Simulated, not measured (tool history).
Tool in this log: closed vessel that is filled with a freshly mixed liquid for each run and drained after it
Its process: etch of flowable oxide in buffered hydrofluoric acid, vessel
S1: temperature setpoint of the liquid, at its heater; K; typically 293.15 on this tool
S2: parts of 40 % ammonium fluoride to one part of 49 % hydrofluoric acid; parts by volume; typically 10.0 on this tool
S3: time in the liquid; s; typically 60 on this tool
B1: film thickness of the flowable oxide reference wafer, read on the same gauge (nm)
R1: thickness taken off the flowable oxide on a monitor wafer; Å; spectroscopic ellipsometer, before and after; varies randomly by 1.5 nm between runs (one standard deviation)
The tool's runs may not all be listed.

run   hour      S1    S2  S3     B1      R1
  1    0.0  293.15  10.0  60  94.17  1705.1
  2   16.1  293.15  10.0  60  94.22  1681.9
  3   51.4  293.15  10.0  60  94.25  1720.3
  4   81.7  293.15  10.0  60  94.26  1702.9
  5  101.9  293.15  10.0  60  94.37  1716.7
  6  150.8  293.15  10.0  60  94.36  1719.6
  7  178.9  293.15  10.0  60  94.35  1704.4
     225.1  -- gauge calibrated
  8  271.2  293.15  10.0  60  90.88  1670.6
  9  301.9  293.15  12.0  60  91.28  1377.8
 10  323.8  293.15  10.0  60  91.42  1663.0
 11  336.5  293.15  10.0  60  91.56  1690.8
 12  364.8  291.15   8.5  30  91.77   841.7
 13  392.4  293.15  10.0  75  92.00  2067.2
 14  418.0  295.65   8.5  40  92.15  1461.0
 15  450.3  293.15  10.0  60  92.41  1662.8
 16  481.3  293.15  10.0  35  92.58   968.1
 17  497.5  293.15  10.0  60  92.67  1706.9
 18  515.4  290.15   6.5  75  92.79  2641.4
 19  543.9  293.15  12.0  85  92.97  1994.9
 20  563.6  293.15  13.0  45  93.07   968.1
 21  578.0  296.65  12.5  35  93.14   964.8
     605.2  -- thermometer replaced
 22  608.6  297.15  10.0  70  93.26  2488.2
 23  631.7  293.15  10.0  60  93.36  1703.6
 24  659.1  297.65  13.0  90  93.48  2480.5
     677.8  -- hydrofluoric acid flow meter replaced
 25  688.0  297.15  10.0  60  93.61  2117.3
 26  719.3  293.15  10.0  60  93.66  1693.2
 27  761.5  290.65  13.5  50  93.82   926.2
 28  792.1  296.15  13.5  45  93.93  1128.3
 29  816.8  293.15  10.0  60  94.00  1715.4
 30  838.2  294.65  11.5  60  94.07  1595.8
 31  867.5  297.15  10.0  70  94.12  2448.4
 32  893.8  293.15  10.0  50  94.21  1418.0
 33  921.8  293.15   6.5  85  94.22  3595.4
 34  943.5  290.15  10.0  75  94.34  1820.3

Branching from run 34: 3 alternative next runs. What would each branch give?
  A  944.2  293.15  12.5  60   ?   ?
  B  944.2  290.15  12.5  85   ?   ?
  C  944.2  290.15   8.0  90   ?   ?

run     B1      R1
  A  94.27  1385.2
  B  94.27  1655.9
  C  94.27  2648.0
The same runs, with their run-to-run variation unchanged, on a tool lacking any hidden condition would have given:
run      R1
  A  1322.0
  B  1580.4
  C  2527.2
